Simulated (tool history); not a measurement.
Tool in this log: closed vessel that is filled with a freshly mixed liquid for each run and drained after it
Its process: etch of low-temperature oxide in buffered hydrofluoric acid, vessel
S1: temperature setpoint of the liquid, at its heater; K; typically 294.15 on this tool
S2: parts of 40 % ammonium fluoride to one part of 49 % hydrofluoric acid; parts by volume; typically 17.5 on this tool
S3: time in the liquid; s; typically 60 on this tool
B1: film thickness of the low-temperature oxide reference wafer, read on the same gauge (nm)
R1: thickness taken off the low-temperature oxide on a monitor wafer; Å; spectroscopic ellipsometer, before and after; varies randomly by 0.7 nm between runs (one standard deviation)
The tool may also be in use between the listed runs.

Run 1, hour 0: usual settings; B1 80.01. Result: R1 789.6 Å.
Run 2, hour 30.7: usual settings; B1 80.01. Result: R1 792.2 Å.
Run 3, hour 115.2: usual settings but S3 85 s; B1 80.01. Result: R1 1120.3 Å.
Run 4, hour 154.9: usual settings but S3 85 s; B1 79.98. Result: R1 1134.2 Å.
Run 5, hour 204.6: usual settings but S3 85 s; B1 79.97. Result: R1 1129.4 Å.
Run 6, hour 273.7: usual settings but S2 20.5 parts by volume; B1 80.01. Result: R1 701.5 Å.
Run 7, hour 300.4: usual settings but S2 20.5 parts by volume; B1 79.99. Result: R1 690.2 Å.
Run 8, hour 365.4: usual settings but S2 20.5 parts by volume; B1 80. Result: R1 689.4 Å.
Run 9, hour 415.2: usual settings; B1 80. Result: R1 819.4 Å.
Run 10, hour 464.7: usual settings but S3 35 s; B1 79.98. Result: R1 476.5 Å.
Run 11, hour 491.3: usual settings but S3 35 s; B1 79.96. Result: R1 478.3 Å.
Run 12, hour 529: usual settings; B1 80.02. Result: R1 832.9 Å.
Run 13, hour 564.7: usual settings but S2 11.5 parts by volume, S3 85 s; B1 80.02. Result: R1 1738.8 Å.
Run 14, hour 616.1: usual settings but S1 291.15 K, S2 13.5 parts by volume, S3 85 s; B1 80.02. Result: R1 1286.2 Å.
Run 15, hour 657: usual settings but S1 299.15 K, S2 24.5 parts by volume, S3 35 s; B1 79.98. Result: R1 485 Å.
Run 16, hour 724.2: usual settings but S1 298.65 K, S2 14.5 parts by volume, S3 85 s; B1 79.99. Result: R1 1827.7 Å.
Run 17, hour 773.9: usual settings but S1 290.65 K; B1 79.99. Result: R1 692.2 Å.
Run 18, hour 799.1: usual settings but S1 290.15 K, S2 11 parts by volume, S3 30 s; B1 80.04. Result: R1 528.5 Å.
Run 19, hour 828.8: usual settings but S1 292.65 K, S2 20.5 parts by volume, S3 45 s; B1 79.97. Result: R1 452.2 Å.
Run 20, hour 890.8: usual settings but S1 299.15 K, S2 11.5 parts by volume, S3 90 s; B1 80.01. Result: R1 2305.8 Å.
Run 21, hour 916.9: usual settings but S1 292.65 K, S2 15.5 parts by volume, S3 50 s; B1 80. Result: R1 663.5 Å.
Run 22, hour 943.8: usual settings; B1 80.02. Result: R1 774.4 Å.
Run 23, hour 1012: usual settings; B1 80. Result: R1 769.6 Å.
Run 24, hour 1042.2: usual settings but S1 290.15 K, S3 80 s; B1 79.99. Result: R1 819 Å.
Run 25, hour 1101.2: usual settings but S1 292.15 K; B1 80.01. Result: R1 692.4 Å.
Run 26, hour 1155.7: usual settings but S1 290.15 K, S3 85 s; B1 80. Result: R1 881.2 Å.
Run 27, hour 1216.5: usual settings; B1 80. Result: R1 780.7 Å.
Run 28, hour 1253.8: usual settings but S2 21 parts by volume; B1 79.97. Result: R1 653 Å.
Run 29, hour 1318.7: usual settings; B1 80.01. Result: R1 781.7 Å.
Run 30, hour 1352.9: usual settings; B1 80.03. Result: R1 787.5 Å.
Run 31, hour 1417.2: usual settings but S2 23.5 parts by volume; B1 80.02. Result: R1 621.6 Å.
Run 32, hour 1468.1: usual settings but S2 11.5 parts by volume, S3 40 s; B1 80.02. Result: R1 781.9 Å.

Not shown: 4 entries that the log had between the listed runs. Between which runs, and how does the tool's hidden state differ before and after?
From run 8 to run 9: thermometer replaced (hour 376.4)
  liquid hotter than its thermometer reads (K): 0.654 -> 1.25
  measured minus no-state result, R1: +24.5 -> +54.9 Å
From run 18 to run 19: thermometer replaced, repeated, since the last time left the tool worse (hour 820.8)
  liquid hotter than its thermometer reads (K): 1.47 -> 0.0312
  measured minus no-state result, R1: +42.4 -> +0.7 Å
From run 19 to run 20: gauge calibrated (hour 836.6)
  liquid hotter than its thermometer reads (K): 0.0312 -> 0.0666
  measured minus no-state result, R1: +0.7 -> +8.7 Å
From run 23 to run 24: hydrofluoric acid flow meter replaced (hour 1015.7)
  liquid hotter than its thermometer reads (K): 0.136 -> 0.153
  measured minus no-state result, R1: +6 -> +7 Å

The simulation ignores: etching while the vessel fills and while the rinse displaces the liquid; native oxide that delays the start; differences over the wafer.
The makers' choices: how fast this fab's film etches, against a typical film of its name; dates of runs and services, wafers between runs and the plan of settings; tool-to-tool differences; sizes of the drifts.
